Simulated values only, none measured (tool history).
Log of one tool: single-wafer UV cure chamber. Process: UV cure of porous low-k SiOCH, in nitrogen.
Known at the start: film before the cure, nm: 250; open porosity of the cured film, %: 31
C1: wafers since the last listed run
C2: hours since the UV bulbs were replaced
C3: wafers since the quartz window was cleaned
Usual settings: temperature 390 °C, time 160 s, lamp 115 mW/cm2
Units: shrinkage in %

run 1 hour=0.0 | temperature=390 time=160 lamp=115 | C1=0 C2=2330.0 C3=1883 | shrinkage=11.426
run 2 hour=87.1 | temperature=390 time=160 lamp=115 | C1=451 C2=2417.1 C3=2334 | shrinkage=11.487
run 3 hour=99.6 | temperature=390 time=160 lamp=115 | C1=64 C2=2429.6 C3=2399 | shrinkage=11.266
-- hour=128.2 quartz window cleaned
run 4 hour=134.2 | temperature=390 time=160 lamp=140 | C1=137 C2=2464.2 C3=31 | shrinkage=12.506
run 5 hour=164.1 | temperature=390 time=160 lamp=140 | C1=154 C2=2494.1 C3=186 | shrinkage=12.119
run 6 hour=194.3 | temperature=390 time=160 lamp=87 | C1=156 C2=2524.3 C3=342 | shrinkage=9.649
run 7 hour=213.2 | temperature=390 time=160 lamp=87 | C1=97 C2=2543.2 C3=440 | shrinkage=9.640
run 8 hour=227.2 | temperature=390 time=160 lamp=87 | C1=72 C2=2557.2 C3=512 | shrinkage=9.724
run 9 hour=243.5 | temperature=390 time=160 lamp=115 | C1=84 C2=2573.5 C3=597 | shrinkage=11.239
run 10 hour=266.0 | temperature=390 time=160 lamp=115 | C1=116 C2=2596.0 C3=713 | shrinkage=11.364
run 11 hour=303.9 | temperature=390 time=160 lamp=115 | C1=196 C2=2633.9 C3=910 | shrinkage=10.845
run 12 hour=385.0 | temperature=390 time=160 lamp=115 | C1=420 C2=2715.0 C3=1330 | shrinkage=10.724
run 13 hour=419.8 | temperature=390 time=160 lamp=115 | C1=180 C2=2749.8 C3=1510 | shrinkage=10.825
run 14 hour=449.6 | temperature=390 time=160 lamp=115 | C1=154 C2=2779.6 C3=1664 | shrinkage=10.649
run 15 hour=484.0 | temperature=374 time=235 lamp=103 | C1=178 C2=2814.0 C3=1843 | shrinkage=11.604
run 16 hour=534.8 | temperature=390 time=160 lamp=115 | C1=263 C2=2864.8 C3=2106 | shrinkage=10.706
-- hour=555.5 quartz window cleaned
run 17 hour=557.9 | temperature=400 time=115 lamp=87 | C1=78 C2=2887.9 C3=12 | shrinkage=7.850
-- hour=580.1 UV bulbs replaced
run 18 hour=589.9 | temperature=390 time=215 lamp=75 | C1=124 C2=9.8 C3=136 | shrinkage=12.094
run 19 hour=621.2 | temperature=383 time=230 lamp=115 | C1=162 C2=41.1 C3=298 | shrinkage=14.911
run 20 hour=645.9 | temperature=390 time=160 lamp=115 | C1=127 C2=65.8 C3=426 | shrinkage=12.625
run 21 hour=666.4 | temperature=397 time=255 lamp=147 | C1=106 C2=86.3 C3=532 | shrinkage=16.409
run 22 hour=697.3 | temperature=383 time=220 lamp=87 | C1=160 C2=117.2 C3=692 | shrinkage=12.934
run 23 hour=796.7 | temperature=402 time=80 lamp=115 | C1=514 C2=216.6 C3=1207 | shrinkage=9.605
run 24 hour=815.5 | temperature=390 time=160 lamp=95 | C1=97 C2=235.4 C3=1305 | shrinkage=11.696
run 25 hour=845.1 | temperature=390 time=120 lamp=149 | C1=153 C2=265.0 C3=1458 | shrinkage=12.659
run 26 hour=872.5 | temperature=390 time=195 lamp=115 | C1=141 C2=292.4 C3=1600 | shrinkage=13.745
run 27 hour=908.3 | temperature=390 time=210 lamp=115 | C1=185 C2=328.2 C3=1785 | shrinkage=14.401

Measured less the same run without the tool's hidden state. The same run-to-run variation is in both; the gauge's scatter may not be:
The hidden state here: lamp output below its setpoint, %; transmission lost against a clean window, %.
run=1 shrinkage=-1.430
run=2 shrinkage=-1.576
run=3 shrinkage=-1.566
run=4 shrinkage=-1.689
run=5 shrinkage=-1.688
run=6 shrinkage=-1.650
run=7 shrinkage=-1.682
run=8 shrinkage=-1.722
run=9 shrinkage=-1.814
run=10 shrinkage=-1.878
run=11 shrinkage=-1.863
run=12 shrinkage=-2.004
run=13 shrinkage=-2.096
run=14 shrinkage=-2.127
run=15 shrinkage=-2.231
run=16 shrinkage=-2.335
run=17 shrinkage=-2.262
run=18 shrinkage=-0.144
run=19 shrinkage=-0.156
run=20 shrinkage=-0.145
run=21 shrinkage=-0.155
run=22 shrinkage=-0.150
run=23 shrinkage=-0.150
run=24 shrinkage=-0.154
run=25 shrinkage=-0.162
run=26 shrinkage=-0.168
run=27 shrinkage=-0.178

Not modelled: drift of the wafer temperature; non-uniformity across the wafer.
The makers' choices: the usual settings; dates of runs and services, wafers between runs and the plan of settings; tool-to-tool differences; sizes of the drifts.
